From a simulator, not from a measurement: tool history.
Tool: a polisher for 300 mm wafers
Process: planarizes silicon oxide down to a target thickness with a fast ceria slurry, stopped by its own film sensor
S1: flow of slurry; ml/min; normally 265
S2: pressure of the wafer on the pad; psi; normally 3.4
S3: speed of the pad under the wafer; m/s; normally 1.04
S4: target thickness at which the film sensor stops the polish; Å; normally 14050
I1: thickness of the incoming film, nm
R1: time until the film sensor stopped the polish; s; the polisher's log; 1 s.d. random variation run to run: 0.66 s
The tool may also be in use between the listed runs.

{"run": 1, "day": 0.0, "S1": 265, "S2": 3.4, "S3": 1.04, "S4": 14050, "I1": 2240.2, "R1": 50.5}
{"day": 0.238, "done": "worn pad replaced by a new one"}
{"run": 2, "day": 0.729, "S1": 265, "S2": 3.4, "S3": 1.04, "S4": 14050, "I1": 2210.8, "R1": 49.6}
{"run": 3, "day": 1.221, "S1": 265, "S2": 3.4, "S3": 1.04, "S4": 14050, "I1": 2194.5, "R1": 47.9}
{"run": 4, "day": 1.575, "S1": 265, "S2": 3.4, "S3": 1.32, "S4": 14050, "I1": 2237.4, "R1": 39.0}
{"run": 5, "day": 2.267, "S1": 265, "S2": 3.4, "S3": 1.04, "S4": 14050, "I1": 2223.2, "R1": 49.0}
{"run": 6, "day": 2.946, "S1": 265, "S2": 3.4, "S3": 1.04, "S4": 14050, "I1": 2182.6, "R1": 46.2}
{"run": 7, "day": 3.654, "S1": 265, "S2": 3.4, "S3": 1.04, "S4": 14050, "I1": 2249.3, "R1": 50.9}
{"run": 8, "day": 4.175, "S1": 265, "S2": 3.4, "S3": 1.04, "S4": 14050, "I1": 2215.7, "R1": 49.4}
{"day": 4.896, "done": "worn pad replaced by a new one"}
{"run": 9, "day": 4.917, "S1": 265, "S2": 3.4, "S3": 1.04, "S4": 14050, "I1": 2271.3, "R1": 53.0}
{"run": 10, "day": 5.229, "S1": 265, "S2": 3.4, "S3": 1.04, "S4": 14050, "I1": 2235.7, "R1": 50.5}
{"run": 11, "day": 5.608, "S1": 265, "S2": 3.4, "S3": 1.04, "S4": 14050, "I1": 2238.9, "R1": 50.2}
{"run": 12, "day": 6.067, "S1": 265, "S2": 3.4, "S3": 1.04, "S4": 14050, "I1": 2222.6, "R1": 48.9}
{"run": 13, "day": 6.5, "S1": 265, "S2": 3.4, "S3": 1.04, "S4": 14050, "I1": 2210.2, "R1": 49.0}
{"run": 14, "day": 6.871, "S1": 265, "S2": 3.4, "S3": 1.04, "S4": 14050, "I1": 2223.0, "R1": 49.0}
{"run": 15, "day": 7.408, "S1": 265, "S2": 3.4, "S3": 1.04, "S4": 14050, "I1": 2226.1, "R1": 49.4}
{"run": 16, "day": 7.696, "S1": 265, "S2": 3.4, "S3": 1.04, "S4": 14050, "I1": 2217.7, "R1": 47.8}
{"run": 17, "day": 8.358, "S1": 265, "S2": 3.4, "S3": 1.04, "S4": 14050, "I1": 2232.5, "R1": 49.7}
{"run": 18, "day": 8.867, "S1": 265, "S2": 3.4, "S3": 1.04, "S4": 14050, "I1": 2193.9, "R1": 47.4}
{"run": 19, "day": 9.471, "S1": 265, "S2": 3.4, "S3": 1.34, "S4": 14050, "I1": 2231.1, "R1": 38.4}
{"day": 9.788, "done": "worn pad replaced by a new one"}
{"run": 20, "day": 9.808, "S1": 265, "S2": 2.3, "S3": 0.72, "S4": 14050, "I1": 2228.8, "R1": 107.7}
{"run": 21, "day": 10.075, "S1": 265, "S2": 3.4, "S3": 0.76, "S4": 14050, "I1": 2232.8, "R1": 67.2}
{"run": 22, "day": 10.358, "S1": 265, "S2": 3.4, "S3": 1.04, "S4": 14050, "I1": 2247.3, "R1": 50.6}
{"run": 23, "day": 10.988, "S1": 265, "S2": 3.7, "S3": 1.04, "S4": 11290, "I1": 2265.7, "R1": 63.1}
{"run": 24, "day": 11.575, "S1": 290, "S2": 2.2, "S3": 1.04, "S4": 14050, "I1": 2258.1, "R1": 78.2}

What does the tool deliver on the next run?
{"run": 25, "day": 12.054, "S1": 265, "S2": 3.4, "S3": 1.04, "S4": 14050, "I1": 2217.9, "R1": "?"}

Logged for run 25: R1 50.2 s.
On a tool with no hidden condition, and with the same random variation, this run would have come out at R1 50.2 s.

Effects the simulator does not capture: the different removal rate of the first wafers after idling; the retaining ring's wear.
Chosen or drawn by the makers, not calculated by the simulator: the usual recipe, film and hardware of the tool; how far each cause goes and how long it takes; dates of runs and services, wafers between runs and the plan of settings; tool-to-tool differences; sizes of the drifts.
